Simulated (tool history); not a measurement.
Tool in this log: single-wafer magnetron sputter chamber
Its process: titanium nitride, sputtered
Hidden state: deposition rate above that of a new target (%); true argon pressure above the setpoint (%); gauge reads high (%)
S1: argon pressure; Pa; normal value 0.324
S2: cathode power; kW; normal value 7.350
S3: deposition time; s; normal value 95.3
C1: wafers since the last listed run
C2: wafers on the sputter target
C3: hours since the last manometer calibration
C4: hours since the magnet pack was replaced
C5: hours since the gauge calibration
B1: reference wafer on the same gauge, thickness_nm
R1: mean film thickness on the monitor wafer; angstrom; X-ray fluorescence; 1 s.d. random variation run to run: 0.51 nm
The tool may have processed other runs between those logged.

run    hour     S1     S2     S3    C1    C2      C3      C4      C5       B1       R1
  1     0.0  0.324  6.600   87.5     0  6064  2341.7  5336.7   306.3  177.867  1291.78
  2    57.8  0.324  7.350   95.3   695  6760  2399.5  5394.5   364.1  177.914  1496.84
       83.0  -- sputter target and shields replaced
  3   126.8  0.324  7.350   95.3   734   527  2468.5  5463.5   433.1  178.153  1498.92
  4   217.0  0.324  7.350   95.3  1085  1613  2558.7  5553.7   523.3  178.494  1499.87
  5   246.6  0.324  7.350   83.5   356  1969  2588.3  5583.3   552.9  178.700  1316.45
  6   391.9  0.324  7.350   83.5  1749  3718  2733.6  5728.6   698.2  178.933  1323.74
  7   420.1  0.324  7.350   83.5   339  4058  2761.8  5756.8   726.4  179.269  1315.34
  8   485.4  0.324  7.350   95.3   786  4844  2827.1  5822.1   791.7  179.389  1507.70
  9   522.2  0.267  7.350   95.3   443  5287  2863.9  5858.9   828.5  179.509  1553.21
      576.8  -- magnet pack replaced
 10   589.9  0.267  7.350   95.3   718  6006  2931.6    13.1   896.2  179.686  1554.21
      624.8  -- sputter target and shields replaced
 11   625.3  0.267  7.350   95.3   329     6  2967.0    48.5   931.6  179.750  1550.89
 12   672.1  0.324  7.350   95.3   563   569  3013.8    95.3   978.4  180.016  1513.98
 13   711.0  0.324  7.350   95.3   468  1038  3052.7   134.2  1017.3  180.143  1514.00
      820.2  -- gauge calibrated
 14   895.6  0.324  8.650  101.7  2222  3260  3237.3   318.8    75.4  177.352  1752.47
      906.7  -- capacitance manometer re-zeroed and calibrated
 15   963.7  0.261  5.650   89.2   723  3984    57.0   386.9   143.5  177.581  1262.06
 16   991.4  0.415  8.150  113.2   333  4317    84.7   414.6   171.2  177.691  1812.39
 17  1023.7  0.262  7.350   95.3   388  4706   117.0   446.9   203.5  177.708  1538.13
 18  1066.3  0.324  8.450   81.5   512  5219   159.6   489.5   246.1  177.945  1383.35
 19  1119.7  0.324  8.800  113.4   642  5862   213.0   542.9   299.5  178.105  1984.80
 20  1187.1  0.225  6.200   84.1   811  6673   280.4   610.3   366.9  178.268  1259.32
 21  1214.1  0.324  7.350   87.8   325  6998   307.4   637.3   393.9  178.335  1385.71
     1234.9  -- sputter target and shields replaced
 22  1240.8  0.324  7.350   95.3   225    71   334.1   664.0   420.6  178.620  1504.34
 23  1273.1  0.452  6.800   81.4   388   459   366.4   696.3   452.9  178.365  1148.87
 24  1308.2  0.263  7.950  102.7   422   882   401.5   731.4   488.0  178.632  1743.70
 25  1374.2  0.436  6.550   89.2   794  1677   467.5   797.4   554.0  178.938  1262.58
 26  1418.5  0.324  8.450  112.3   533  2210   511.8   841.7   598.3  179.111  1922.84
 27  1476.9  0.324  7.350   95.3   703  2913   570.2   900.1   656.7  179.063  1503.30

Entry by entry between the runs, the difference in hidden state between the last listed run before and the first listed run after:
Between runs 2 and 3: sputter target and shields replaced (hour 83.0)
  gauge reads high (%): 0.566 -> 0.686
  what was measured, less what the result would be without the hidden state, R1: +8.43 -> +10.21 angstrom
Between runs 9 and 10: magnet pack replaced (hour 576.8)
  gauge reads high (%): 1.37 -> 1.49
  what was measured, less what the result would be without the hidden state, R1: +21.03 -> +22.82 angstrom
Between runs 10 and 11: sputter target and shields replaced (hour 624.8)
  gauge reads high (%): 1.49 -> 1.55
  what was measured, less what the result would be without the hidden state, R1: +22.82 -> +23.70 angstrom
Between runs 13 and 14: gauge calibrated (hour 820.2)
  gauge reads high (%): 1.7 -> 0.258
  what was measured, less what the result would be without the hidden state, R1: +25.31 -> +4.51 angstrom
Between runs 14 and 15: capacitance manometer re-zeroed and calibrated (hour 906.7)
  gauge reads high (%): 0.258 -> 0.376
  what was measured, less what the result would be without the hidden state, R1: +4.51 -> +4.72 angstrom
Between runs 21 and 22: sputter target and shields replaced (hour 1234.9)
  gauge reads high (%): 0.811 -> 0.857
  what was measured, less what the result would be without the hidden state, R1: +11.14 -> +12.78 angstrom
